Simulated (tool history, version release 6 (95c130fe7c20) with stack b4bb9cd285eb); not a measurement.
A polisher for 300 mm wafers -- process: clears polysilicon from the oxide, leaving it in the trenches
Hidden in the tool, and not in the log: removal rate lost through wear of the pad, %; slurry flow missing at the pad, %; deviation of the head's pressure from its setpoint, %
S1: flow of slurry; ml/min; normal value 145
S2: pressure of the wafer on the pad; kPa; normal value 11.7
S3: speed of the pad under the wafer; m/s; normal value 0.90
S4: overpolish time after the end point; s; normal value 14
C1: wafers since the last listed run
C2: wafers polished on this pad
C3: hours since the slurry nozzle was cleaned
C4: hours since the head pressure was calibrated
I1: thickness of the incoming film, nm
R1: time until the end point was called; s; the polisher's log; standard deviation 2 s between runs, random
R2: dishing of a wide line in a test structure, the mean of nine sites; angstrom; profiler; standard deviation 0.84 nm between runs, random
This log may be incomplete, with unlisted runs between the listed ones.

Run 1, day 0.000: usual settings; C1 0; C2 699; C3 467.2; C4 1286.6; I1 792.8. Result: R1 133.7 s, R2 417 angstrom.
Run 2, day 2.854: usual settings; C1 614; C2 1313; C3 535.7; C4 1355.1; I1 787.4. Result: R1 144.2 s, R2 398 angstrom.
Run 3, day 5.421: usual settings; C1 552; C2 1866; C3 597.3; C4 1416.7; I1 786.6. Result: R1 145.6 s, R2 397 angstrom.
Run 4, day 7.454: usual settings; C1 437; C2 2303; C3 646.1; C4 1465.5; I1 782.4. Result: R1 143.8 s, R2 391 angstrom.
At day 8.429: slurry nozzle cleaned.
At day 9.412: head pressure recalibrated.
Run 5, day 9.500: usual settings; C1 413; C2 2717; C3 25.7; C4 2.1; I1 794.4. Result: R1 114.8 s, R2 434 angstrom.
Run 6, day 11.488: usual settings; C1 427; C2 3145; C3 73.4; C4 49.8; I1 778.9. Result: R1 111.0 s, R2 428 angstrom.
Run 7, day 13.500: usual settings; C1 433; C2 3578; C3 121.7; C4 98.1; I1 773.3. Result: R1 115.6 s, R2 441 angstrom.
Run 8, day 17.192: usual settings; C1 794; C2 4372; C3 210.3; C4 186.7; I1 763.8. Result: R1 113.6 s, R2 406 angstrom.
Run 9, day 21.662: usual settings; C1 962; C2 5334; C3 317.6; C4 294.0; I1 777.4. Result: R1 120.3 s, R2 420 angstrom.
Run 10, day 26.092: usual settings; C1 953; C2 6288; C3 423.9; C4 400.3; I1 775.9. Result: R1 123.9 s, R2 421 angstrom.
At day 28.638: worn pad replaced by a new one.
Run 11, day 29.650: usual settings; C1 729; C2 217; C3 509.3; C4 485.7; I1 782.9. Result: R1 124.3 s, R2 412 angstrom.
Run 12, day 33.171: usual settings but S4 20 s; C1 757; C2 975; C3 593.8; C4 570.2; I1 775.2. Result: R1 129.0 s, R2 481 angstrom.
Run 13, day 36.708: usual settings but S1 190 ml/min, S3 0.74 m/s; C1 761; C2 1736; C3 678.7; C4 655.1; I1 787.6. Result: R1 141.4 s, R2 407 angstrom.
Run 14, day 39.333: usual settings but S4 18 s; C1 564; C2 2301; C3 741.7; C4 718.1; I1 773.8. Result: R1 129.9 s, R2 459 angstrom.
Run 15, day 42.371: usual settings; C1 653; C2 2955; C3 814.6; C4 791.0; I1 785.2. Result: R1 126.9 s, R2 407 angstrom.
Run 16, day 43.992: usual settings; C1 348; C2 3304; C3 853.5; C4 829.9; I1 774.8. Result: R1 126.1 s, R2 386 angstrom.
At day 44.133: slurry nozzle cleaned.
Run 17, day 45.633: usual settings but S2 14.5 kPa, S4 10 s; C1 344; C2 3648; C3 36.0; C4 869.3; I1 773.8. Result: R1 92.7 s, R2 400 angstrom.
Run 18, day 47.288: usual settings but S1 100 ml/min, S2 8.3 kPa, S3 1.18 m/s, S4 21 s; C1 355; C2 4004; C3 75.7; C4 909.0; I1 775.0. Result: R1 146.1 s, R2 458 angstrom.
Run 19, day 50.604: usual settings but S2 14.5 kPa; C1 713; C2 4718; C3 155.3; C4 988.6; I1 792.2. Result: R1 99.5 s, R2 463 angstrom.
Run 20, day 54.071: usual settings but S1 105 ml/min, S4 17 s; C1 746; C2 5464; C3 238.5; C4 1071.8; I1 773.2. Result: R1 136.3 s, R2 434 angstrom.
At day 56.567: worn pad replaced by a new one.
Run 21, day 57.642: usual settings but S4 9 s; C1 732; C2 231; C3 324.2; C4 1157.5; I1 783.5. Result: R1 130.4 s, R2 327 angstrom.
At day 59.529: head pressure recalibrated.
Run 22, day 61.983: usual settings but S1 115 ml/min, S2 10.3 kPa; C1 916; C2 1148; C3 428.4; C4 58.9; I1 766.7. Result: R1 141.2 s, R2 389 angstrom.
Run 23, day 65.921: usual settings but S2 13.8 kPa; C1 847; C2 1995; C3 522.9; C4 153.4; I1 773.8. Result: R1 103.2 s, R2 444 angstrom.
Run 24, day 69.125: usual settings; C1 689; C2 2685; C3 599.8; C4 230.3; I1 774.1. Result: R1 116.0 s, R2 407 angstrom.
Run 25, day 70.921: usual settings; C1 386; C2 3071; C3 642.9; C4 273.4; I1 774.5. Result: R1 117.4 s, R2 420 angstrom.
Run 26, day 74.204: usual settings but S2 15.9 kPa, S3 0.64 m/s; C1 706; C2 3778; C3 721.7; C4 352.2; I1 788.8. Result: R1 117.2 s, R2 428 angstrom.
At day 77.321: slurry nozzle cleaned.
Run 27, day 78.562: usual settings; C1 928; C2 4707; C3 29.8; C4 456.8; I1 785.0. Result: R1 108.6 s, R2 441 angstrom.
Run 28, day 82.754: usual settings but S1 95 ml/min, S2 7.6 kPa, S3 1.02 m/s, S4 9 s; C1 902; C2 5609; C3 130.4; C4 557.4; I1 783.0. Result: R1 176.6 s, R2 265 angstrom.
Run 29, day 86.042: usual settings but S1 175 ml/min, S2 9.7 kPa, S3 0.80 m/s, S4 21 s; C1 707; C2 6316; C3 209.3; C4 636.3; I1 789.8. Result: R1 153.5 s, R2 444 angstrom.
Run 30, day 87.608: usual settings but S1 170 ml/min, S2 9.0 kPa, S3 1.04 m/s, S4 11 s; C1 337; C2 6653; C3 246.9; C4 673.9; I1 787.6. Result: R1 132.4 s, R2 358 angstrom.
At day 89.500: worn pad replaced by a new one.
Run 31, day 90.133: usual settings but S3 0.72 m/s; C1 507; C2 136; C3 307.5; C4 734.5; I1 769.7. Result: R1 142.8 s, R2 387 angstrom.
Run 32, day 94.292: usual settings but S3 1.16 m/s; C1 894; C2 1031; C3 407.3; C4 834.3; I1 781.1. Result: R1 102.5 s, R2 471 angstrom.
Run 33, day 98.679: usual settings but S1 95 ml/min, S3 0.78 m/s; C1 944; C2 1975; C3 512.6; C4 939.6; I1 786.0. Result: R1 162.6 s, R2 374 angstrom.
Run 34, day 101.979: usual settings but S1 165 ml/min, S4 16 s; C1 710; C2 2686; C3 591.8; C4 1018.8; I1 782.7. Result: R1 123.9 s, R2 440 angstrom.

Hidden condition of the tool, last listed run before each entry between runs versus first listed run after:
In the gap between runs 4 and 5: slurry nozzle cleaned (day 8.429); head pressure recalibrated (day 9.412)
  slurry flow missing at the pad, %: 41.7 -> 10.8; deviation of the head's pressure from its setpoint, %: -14.6 -> 0.317
  measured less the result without the state, R1: +35.6 -> +2.2 s; R2: -48 -> -3 angstrom
In the gap between runs 10 and 11: worn pad replaced by a new one (day 28.638)
  slurry flow missing at the pad, %: 40.7 -> 43; deviation of the head's pressure from its setpoint, %: -0.753 -> -1.26
  measured less the result without the state, R1: +15.0 -> +16.9 s; R2: -21 -> -23 angstrom
In the gap between runs 16 and 17: slurry nozzle cleaned (day 44.133)
  slurry flow missing at the pad, %: 47.1 -> 7.43; deviation of the head's pressure from its setpoint, %: -4.28 -> -4.73
  measured less the result without the state, R1: +22.9 -> +5.7 s; R2: -32 -> -10 angstrom
In the gap between runs 20 and 21: worn pad replaced by a new one (day 56.567)
  slurry flow missing at the pad, %: 27.4 -> 32.1; deviation of the head's pressure from its setpoint, %: -7.35 -> -8.62
  measured less the result without the state, R1: +20.9 -> +20.9 s; R2: -24 -> -34 angstrom
In the gap between runs 21 and 22: head pressure recalibrated (day 59.529)
  slurry flow missing at the pad, %: 32.1 -> 36; deviation of the head's pressure from its setpoint, %: -8.62 -> 1.56
  measured less the result without the state, R1: +20.9 -> +14.4 s; R2: -34 -> -19 angstrom
In the gap between runs 26 and 27: slurry nozzle cleaned (day 77.321)
  slurry flow missing at the pad, %: 41.2 -> 6.12; deviation of the head's pressure from its setpoint, %: 0.759 -> 0.194
  measured less the result without the state, R1: +12.9 -> +1.1 s; R2: -18 -> -1 angstrom
In the gap between runs 30 and 31: worn pad replaced by a new one (day 89.500)
  slurry flow missing at the pad, %: 27.5 -> 30.9; deviation of the head's pressure from its setpoint, %: -1.44 -> -2.01
  measured less the result without the state, R1: +9.4 -> +13.6 s; R2: -13 -> -17 angstrom
